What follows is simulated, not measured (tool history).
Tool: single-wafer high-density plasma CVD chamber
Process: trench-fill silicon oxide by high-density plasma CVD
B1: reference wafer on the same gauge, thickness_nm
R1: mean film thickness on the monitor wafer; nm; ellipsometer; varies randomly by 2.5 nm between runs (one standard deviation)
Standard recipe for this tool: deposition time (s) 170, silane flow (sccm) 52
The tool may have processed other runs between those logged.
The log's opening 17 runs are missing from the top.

{"run": 18, "hour": 909.3, "deposition time (s)": 160, "silane flow (sccm)": 45, "B1": 895.772, "R1": 714.945}
{"hour": 922.5, "done": "gauge calibrated"}
{"run": 19, "hour": 954.4, "deposition time (s)": 183, "silane flow (sccm)": 49, "B1": 896.921, "R1": 860.282}
{"run": 20, "hour": 989.2, "deposition time (s)": 141, "silane flow (sccm)": 52, "B1": 895.017, "R1": 688.367}
{"run": 21, "hour": 1027.1, "deposition time (s)": 137, "silane flow (sccm)": 44, "B1": 895.041, "R1": 605.297}
{"run": 22, "hour": 1071.8, "deposition time (s)": 197, "silane flow (sccm)": 45, "B1": 895.765, "R1": 883.56}
{"run": 23, "hour": 1100.8, "deposition time (s)": 170, "silane flow (sccm)": 52, "B1": 896.095, "R1": 834.488}
{"run": 24, "hour": 1140.6, "deposition time (s)": 182, "silane flow (sccm)": 55, "B1": 895.447, "R1": 919.246}
{"run": 25, "hour": 1190.2, "deposition time (s)": 179, "silane flow (sccm)": 52, "B1": 895.996, "R1": 872.452}
{"run": 26, "hour": 1237.0, "deposition time (s)": 184, "silane flow (sccm)": 52, "B1": 896.168, "R1": 897.992}
{"run": 27, "hour": 1443.8, "deposition time (s)": 184, "silane flow (sccm)": 42, "B1": 895.156, "R1": 799.704}
{"run": 28, "hour": 1512.0, "deposition time (s)": 170, "silane flow (sccm)": 42, "B1": 896.537, "R1": 736.868}
{"run": 29, "hour": 1536.6, "deposition time (s)": 170, "silane flow (sccm)": 58, "B1": 895.417, "R1": 893.162}
{"run": 30, "hour": 1588.7, "deposition time (s)": 170, "silane flow (sccm)": 52, "B1": 895.449, "R1": 835.779}
{"run": 31, "hour": 1645.9, "deposition time (s)": 151, "silane flow (sccm)": 52, "B1": 895.917, "R1": 738.478}
{"run": 32, "hour": 1700.3, "deposition time (s)": 170, "silane flow (sccm)": 52, "B1": 896.239, "R1": 833.146}
{"run": 33, "hour": 1728.3, "deposition time (s)": 160, "silane flow (sccm)": 52, "B1": 895.863, "R1": 786.544}
{"run": 34, "hour": 1834.8, "deposition time (s)": 170, "silane flow (sccm)": 52, "B1": 896.289, "R1": 833.686}

Branching from run 34: 4 alternative next runs. What would each branch give?
{"run": "A", "hour": 1835.2, "deposition time (s)": 188, "silane flow (sccm)": 52, "B1": "?", "R1": "?"}
{"run": "B", "hour": 1835.2, "deposition time (s)": 140, "silane flow (sccm)": 57, "B1": "?", "R1": "?"}
{"run": "C", "hour": 1835.2, "deposition time (s)": 159, "silane flow (sccm)": 47, "B1": "?", "R1": "?"}
{"run": "D", "hour": 1835.2, "deposition time (s)": 149, "silane flow (sccm)": 59, "B1": "?", "R1": "?"}

run=A B1=896.464 R1=927.470
run=B B1=896.464 R1=731.160
run=C B1=896.464 R1=738.417
run=D B1=896.464 R1=795.400
With the hidden condition removed and each run's random variation left untouched, the same runs would have given:
run=A R1=925.551
run=B R1=729.647
run=C R1=736.890
run=D R1=793.755

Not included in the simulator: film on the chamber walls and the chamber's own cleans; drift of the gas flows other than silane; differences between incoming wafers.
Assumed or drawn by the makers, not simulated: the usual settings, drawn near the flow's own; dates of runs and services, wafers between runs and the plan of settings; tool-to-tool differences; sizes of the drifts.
